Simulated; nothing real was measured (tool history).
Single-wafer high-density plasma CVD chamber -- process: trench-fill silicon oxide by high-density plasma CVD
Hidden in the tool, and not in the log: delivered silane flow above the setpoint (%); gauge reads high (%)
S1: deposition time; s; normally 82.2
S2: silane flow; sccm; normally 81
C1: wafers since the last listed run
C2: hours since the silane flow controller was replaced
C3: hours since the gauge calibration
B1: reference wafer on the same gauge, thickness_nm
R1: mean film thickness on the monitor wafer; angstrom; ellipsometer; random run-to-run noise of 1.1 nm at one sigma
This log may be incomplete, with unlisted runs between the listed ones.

run,day,S1,S2,C1,C2,C3,B1,R1
1,0,69.8,81,0,4683.5,163.1,750.194,5943.29
2,0.429,69.8,81,222,4693.8,173.4,749.921,5967.36
3,1.133,91.5,81,365,4710.7,190.3,750.066,7797.78
4,1.867,91.5,81,380,4728.3,207.9,749.614,7801.84
5,2.229,91.5,81,187,4737,216.6,749.825,7814.39
6,2.638,78.1,74,211,4746.8,226.4,749.937,6098.45
7,3.233,78.1,74,308,4761.1,240.7,750,6089.66
# day 3.875: silane flow controller replaced
8,3.912,82.2,81,179,0.9,257,749.932,7012.56
# day 4.538: gauge calibrated
9,4.65,82.2,81,382,18.6,2.7,750.223,7010.36
10,5.354,95,81,365,35.5,19.6,750.205,8109.44
11,5.717,93.8,67,187,44.2,28.3,750.178,6622.47
12,6.071,67.6,86,183,52.7,36.8,750.015,6132.83
13,6.479,77.6,96,211,62.5,46.6,750.205,7845.86
14,7.138,93.4,89,341,78.3,62.4,750.281,8756.31
15,7.854,82.2,81,371,95.5,79.6,749.886,7018.1
16,8.462,82.2,81,315,110.1,94.2,749.978,7016.94
17,8.879,82.2,81,215,120.1,104.2,749.858,7005.06
18,9.621,77.1,69,384,137.9,122,750.139,5609.29
19,10.325,82.2,89,365,154.8,138.9,749.997,7695.16
20,10.958,98.3,70,328,170,154.1,749.809,7264.23

What if the next run were any one of these 3? Each begins from the tool's condition after run 20:
A,10.975,82.2,81,8,170.4,154.5,?,?
B,10.975,87,88,8,170.4,154.5,?,?
C,10.975,74.7,81,8,170.4,154.5,?,?

run,B1,R1
A,749.984,7018.99
B,749.984,8070.86
C,749.984,6378.57
Take away the tool's hidden state, keep each run's random variation, and the runs would have read:
run,R1
A,7018.99
B,8070.86
C,6378.57
